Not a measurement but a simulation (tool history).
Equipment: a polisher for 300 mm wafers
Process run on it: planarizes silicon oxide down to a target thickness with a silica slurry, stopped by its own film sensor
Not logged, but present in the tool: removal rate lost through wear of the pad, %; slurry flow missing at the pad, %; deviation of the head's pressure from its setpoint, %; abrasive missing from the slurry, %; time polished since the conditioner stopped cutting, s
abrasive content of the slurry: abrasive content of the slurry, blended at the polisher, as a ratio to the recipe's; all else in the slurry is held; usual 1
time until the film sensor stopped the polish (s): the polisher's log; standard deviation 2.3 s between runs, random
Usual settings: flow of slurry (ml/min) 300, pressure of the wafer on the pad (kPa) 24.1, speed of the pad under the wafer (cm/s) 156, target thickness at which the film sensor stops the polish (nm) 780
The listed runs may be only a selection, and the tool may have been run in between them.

| run | hour | flow of slurry (ml/min) | pressure of the wafer on the pad (kPa) | speed of the pad under the wafer (cm/s) | abrasive content of the slurry | target thickness at which the film sensor stops the polish (nm) | wafers since the last listed run | wafers polished on this pad | hours since the slurry nozzle was cleaned | hours since the head pressure was calibrated | hours since the slurry blender was calibrated | hours since the conditioning disc was replaced | incoming thickness of the incoming film, nm | time until the film sensor stopped the polish (s) |
|---|---|---|---|---|---|---|---|---|---|---|---|---|---|---|
| 1 | 0 | 300 | 24.1 | 156 | 1 | 780 | 0 | 77 | 611.3 | 1038.8 | 68.1 | 407.7 | 1183 | 141.9 |
| 2 | 7.9 | 300 | 24.1 | 122 | 1 | 780 | 81 | 159 | 619.2 | 1046.7 | 76 | 415.6 | 1188.6 | 170.7 |
| 3 | 21.1 | 300 | 24.1 | 156 | 1 | 780 | 136 | 296 | 632.4 | 1059.9 | 89.2 | 428.8 | 1155 | 131.4 |
|  | 26 | head pressure recalibrated |
| 4 | 29.2 | 220 | 24.1 | 156 | 1 | 822 | 63 | 359 | 640.5 | 3.2 | 97.3 | 436.9 | 1173.1 | 130.6 |
| 5 | 39.6 | 220 | 24.1 | 156 | 1 | 822 | 107 | 467 | 650.9 | 13.6 | 107.7 | 447.3 | 1162.8 | 129.2 |
| 6 | 47.1 | 220 | 24.1 | 156 | 1 | 822 | 77 | 544 | 658.4 | 21.1 | 115.2 | 454.8 | 1176.5 | 135.3 |
| 7 | 58.8 | 300 | 24.1 | 156 | 1 | 847 | 121 | 665 | 670.1 | 32.8 | 126.9 | 466.5 | 1168.3 | 120.3 |
| 8 | 76.7 | 300 | 24.1 | 156 | 1 | 847 | 185 | 851 | 688 | 50.7 | 144.8 | 484.4 | 1165.6 | 117.2 |
|  | 83.3 | conditioning disc replaced and pad reconditioned |
|  | 90.1 | worn pad replaced by a new one |
| 9 | 92.9 | 210 | 17.9 | 156 | 0.8 | 780 | 105 | 29 | 704.2 | 66.9 | 161 | 9.6 | 1168.7 | 232.3 |
| 10 | 101 | 375 | 24.1 | 156 | 1 | 903 | 83 | 113 | 712.3 | 75 | 169.1 | 17.7 | 1165.9 | 98.1 |
|  | 102.1 | slurry nozzle cleaned |
| 11 | 144.4 | 300 | 24.1 | 156 | 1 | 832 | 438 | 552 | 42.3 | 118.4 | 212.5 | 61.1 | 1177.1 | 129.2 |
| 12 | 150.9 | 300 | 24.1 | 156 | 1 | 780 | 67 | 619 | 48.8 | 124.9 | 219 | 67.6 | 1156.6 | 147 |
| 13 | 161.8 | 395 | 24.1 | 156 | 0.8 | 780 | 112 | 732 | 59.7 | 135.8 | 229.9 | 78.5 | 1168.3 | 167.3 |
|  | 175.5 | slurry blender recalibrated |
| 14 | 178.5 | 300 | 24.1 | 156 | 1.1 | 780 | 152 | 884 | 76.4 | 152.5 | 3 | 95.2 | 1172.5 | 121.4 |
| 15 | 189.7 | 240 | 21.4 | 156 | 1.2 | 780 | 115 | 1000 | 87.6 | 163.7 | 14.2 | 106.4 | 1193.9 | 148.8 |
| 16 | 198.5 | 300 | 24.1 | 156 | 1 | 780 | 91 | 1091 | 96.4 | 172.5 | 23 | 115.2 | 1183.9 | 135.9 |
| 17 | 206 | 300 | 17.9 | 112 | 1 | 780 | 77 | 1169 | 103.9 | 180 | 30.5 | 122.7 | 1179 | 224.1 |
|  | 214.1 | worn pad replaced by a new one |
| 18 | 223.4 | 405 | 24.1 | 210 | 1 | 780 | 138 | 96 | 121.3 | 197.4 | 47.9 | 140.1 | 1181.2 | 116.4 |
| 19 | 235.5 | 300 | 24.1 | 198 | 0.75 | 780 | 125 | 221 | 133.4 | 209.5 | 60 | 152.2 | 1174.9 | 142.9 |
| 20 | 251.6 | 300 | 24.1 | 108 | 1 | 677 | 166 | 388 | 149.5 | 225.6 | 76.1 | 168.3 | 1175.6 | 225.8 |
| 21 | 265.9 | 395 | 24.1 | 156 | 0.8 | 780 | 148 | 536 | 163.8 | 239.9 | 90.4 | 182.6 | 1183.9 | 167 |
| 22 | 276.1 | 300 | 24.1 | 156 | 0.7 | 671 | 105 | 642 | 174 | 250.1 | 100.6 | 192.8 | 1200.9 | 239.7 |
| 23 | 283.6 | 355 | 24.1 | 110 | 1.1 | 780 | 77 | 719 | 181.5 | 257.6 | 108.1 | 200.3 | 1179.7 | 175.2 |
| 24 | 290.5 | 300 | 16.5 | 156 | 1 | 780 | 71 | 791 | 188.4 | 264.5 | 115 | 207.2 | 1179.6 | 212.2 |
| 25 | 302.3 | 300 | 24.1 | 156 | 1 | 816 | 122 | 913 | 200.2 | 276.3 | 126.8 | 219 | 1173.1 | 132.3 |

Results per run with the tool's hidden condition removed, run-to-run variation unchanged:
| run | time until the film sensor stopped the polish (s) |
|---|---|
| 1 | 127.2 |
| 2 | 151.7 |
| 3 | 115.3 |
| 4 | 113.9 |
| 5 | 111.8 |
| 6 | 116.5 |
| 7 | 102.9 |
| 8 | 99.3 |
| 9 | 191.7 |
| 10 | 82.3 |
| 11 | 107.2 |
| 12 | 121.9 |
| 13 | 135.5 |
| 14 | 118.8 |
| 15 | 142.8 |
| 16 | 127.8 |
| 17 | 208.1 |
| 18 | 105.3 |
| 19 | 125 |
| 20 | 197.3 |
| 21 | 141.5 |
| 22 | 199 |
| 23 | 150 |
| 24 | 179.3 |
| 25 | 111 |

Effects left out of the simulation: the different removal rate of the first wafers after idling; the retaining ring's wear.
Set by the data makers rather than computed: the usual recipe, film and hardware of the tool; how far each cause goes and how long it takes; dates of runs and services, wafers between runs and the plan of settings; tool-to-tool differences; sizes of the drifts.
